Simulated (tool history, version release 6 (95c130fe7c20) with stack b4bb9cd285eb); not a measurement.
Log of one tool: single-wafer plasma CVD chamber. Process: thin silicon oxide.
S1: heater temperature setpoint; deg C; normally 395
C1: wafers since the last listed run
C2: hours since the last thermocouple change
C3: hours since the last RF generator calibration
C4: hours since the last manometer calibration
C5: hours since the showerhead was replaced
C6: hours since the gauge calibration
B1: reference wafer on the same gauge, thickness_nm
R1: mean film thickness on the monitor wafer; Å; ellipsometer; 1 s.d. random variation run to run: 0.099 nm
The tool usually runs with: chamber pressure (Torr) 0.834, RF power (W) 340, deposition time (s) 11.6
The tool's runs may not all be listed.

Run 1, day 0.000: usual settings but chamber pressure (Torr) 0.895; C1 0; C2 1379.3; C3 1364.4; C4 1449.5; C5 5111.2; C6 256.1; B1 26.841. Result: R1 254.44 Å.
Run 2, day 1.708: usual settings but chamber pressure (Torr) 0.895; C1 815; C2 1420.3; C3 1405.4; C4 1490.5; C5 5152.2; C6 297.1; B1 26.778. Result: R1 253.54 Å.
Run 3, day 3.592: usual settings but chamber pressure (Torr) 0.895; C1 898; C2 1465.5; C3 1450.6; C4 1535.7; C5 5197.4; C6 342.3; B1 26.798. Result: R1 254.88 Å.
Run 4, day 4.775: usual settings but deposition time (s) 12.2; C1 564; C2 1493.9; C3 1479.0; C4 1564.1; C5 5225.8; C6 370.7; B1 26.842. Result: R1 249.67 Å.
Run 5, day 6.529: usual settings but deposition time (s) 9.8; C1 837; C2 1536.0; C3 1521.1; C4 1606.2; C5 5267.9; C6 412.8; B1 26.774. Result: R1 200.25 Å.
Run 6, day 7.925: usual settings but deposition time (s) 13.2; C1 666; C2 1569.5; C3 1554.6; C4 1639.7; C5 5301.4; C6 446.3; B1 26.785. Result: R1 269.60 Å.
Run 7, day 9.396: usual settings but deposition time (s) 13.2; C1 702; C2 1604.8; C3 1589.9; C4 1675.0; C5 5336.7; C6 481.6; B1 26.794. Result: R1 271.01 Å.
Run 8, day 12.083: usual settings but S1 407 deg C, deposition time (s) 9.9; C1 1282; C2 1669.3; C3 1654.4; C4 1739.5; C5 5401.2; C6 546.1; B1 26.829. Result: R1 200.50 Å.
Run 9, day 14.504: usual settings but chamber pressure (Torr) 0.923; C1 1155; C2 1727.4; C3 1712.5; C4 1797.6; C5 5459.3; C6 604.2; B1 26.777. Result: R1 260.64 Å.
Run 10, day 16.108: usual settings; C1 765; C2 1765.9; C3 1751.0; C4 1836.1; C5 5497.8; C6 642.7; B1 26.843. Result: R1 236.54 Å.
Run 11, day 18.312: usual settings; C1 1052; C2 1818.8; C3 1803.9; C4 1889.0; C5 5550.7; C6 695.6; B1 26.776. Result: R1 235.56 Å.
Run 12, day 21.025: usual settings; C1 1294; C2 1883.9; C3 1869.0; C4 1954.1; C5 5615.8; C6 760.7; B1 26.771. Result: R1 236.97 Å.
Run 13, day 22.988: usual settings; C1 936; C2 1931.0; C3 1916.1; C4 2001.2; C5 5662.9; C6 807.8; B1 26.765. Result: R1 236.70 Å.
Run 14, day 24.942: usual settings but chamber pressure (Torr) 0.634; C1 932; C2 1977.9; C3 1963.0; C4 2048.1; C5 5709.8; C6 854.7; B1 26.778. Result: R1 174.78 Å.
At day 26.371: gauge calibrated.
At day 30.617: thermocouple changed; heater temperature recalibrated.
Run 15, day 30.738: usual settings but S1 385 deg C; C1 2607; C2 2.9; C3 2102.1; C4 2187.2; C5 5848.9; C6 104.8; B1 26.795. Result: R1 241.56 Å.
Run 16, day 33.321: usual settings; C1 1233; C2 64.9; C3 2164.1; C4 2249.2; C5 5910.9; C6 166.8; B1 26.732. Result: R1 237.97 Å.
Run 17, day 34.517: usual settings but chamber pressure (Torr) 0.943, RF power (W) 290; C1 570; C2 93.6; C3 2192.8; C4 2277.9; C5 5939.6; C6 195.5; B1 26.786. Result: R1 254.63 Å.
At day 35.617: RF generator calibrated.
Run 18, day 37.446: usual settings but chamber pressure (Torr) 1.040, RF power (W) 400; C1 1239; C2 163.9; C3 43.9; C4 2348.2; C5 6009.9; C6 265.8; B1 26.764. Result: R1 303.44 Å.
At day 39.746: capacitance manometer re-zeroed and calibrated.
Run 19, day 40.146: usual settings but S1 382 deg C, chamber pressure (Torr) 0.696, deposition time (s) 10.2; C1 1129; C2 228.7; C3 108.7; C4 9.6; C5 6074.7; C6 330.6; B1 26.719. Result: R1 173.56 Å.
Run 20, day 41.654: usual settings but RF power (W) 360; C1 719; C2 264.9; C3 144.9; C4 45.8; C5 6110.9; C6 366.8; B1 26.742. Result: R1 242.69 Å.
At day 42.125: showerhead replaced.
Run 21, day 43.004: usual settings; C1 485; C2 297.3; C3 177.3; C4 78.2; C5 21.1; C6 399.2; B1 26.797. Result: R1 237.66 Å.
Run 22, day 44.408: usual settings but S1 385 deg C; C1 670; C2 331.0; C3 211.0; C4 111.9; C5 54.8; C6 432.9; B1 26.781. Result: R1 238.73 Å.
Run 23, day 46.267: usual settings but deposition time (s) 12.2; C1 887; C2 375.6; C3 255.6; C4 156.5; C5 99.4; C6 477.5; B1 26.732. Result: R1 250.25 Å.
Run 24, day 48.583: usual settings; C1 1105; C2 431.2; C3 311.2; C4 212.1; C5 155.0; C6 533.1; B1 26.793. Result: R1 238.31 Å.
Run 25, day 52.388: usual settings but S1 381 deg C, chamber pressure (Torr) 0.935, RF power (W) 380, deposition time (s) 10.2; C1 1815; C2 522.5; C3 402.5; C4 303.4; C5 246.3; C6 624.4; B1 26.800. Result: R1 243.39 Å.
Run 26, day 53.904: usual settings but S1 405 deg C, chamber pressure (Torr) 0.987, deposition time (s) 10.5; C1 723; C2 558.9; C3 438.9; C4 339.8; C5 282.7; C6 660.8; B1 26.838. Result: R1 250.01 Å.

Branching from run 26: 3 alternative next runs. What would each branch give?
Run A, day 53.921: usual settings; C1 7; C2 559.3; C3 439.3; C4 340.2; C5 283.1; C6 661.2; B1 ?. Result: R1 ?.
Run B, day 53.921: usual settings but S1 403 deg C, chamber pressure (Torr) 1.007, deposition time (s) 13.9; C1 7; C2 559.3; C3 439.3; C4 340.2; C5 283.1; C6 661.2; B1 ?. Result: R1 ?.
Run C, day 53.921: usual settings but RF power (W) 395; C1 7; C2 559.3; C3 439.3; C4 340.2; C5 283.1; C6 661.2; B1 ?. Result: R1 ?.

run      B1      R1
  A  26.830  236.12
  B  26.830  331.66
  C  26.830  247.36
Take away the tool's hidden state, keep each run's random variation, and the runs would have read:
run      R1
  A  236.12
  B  331.66
  C  247.36

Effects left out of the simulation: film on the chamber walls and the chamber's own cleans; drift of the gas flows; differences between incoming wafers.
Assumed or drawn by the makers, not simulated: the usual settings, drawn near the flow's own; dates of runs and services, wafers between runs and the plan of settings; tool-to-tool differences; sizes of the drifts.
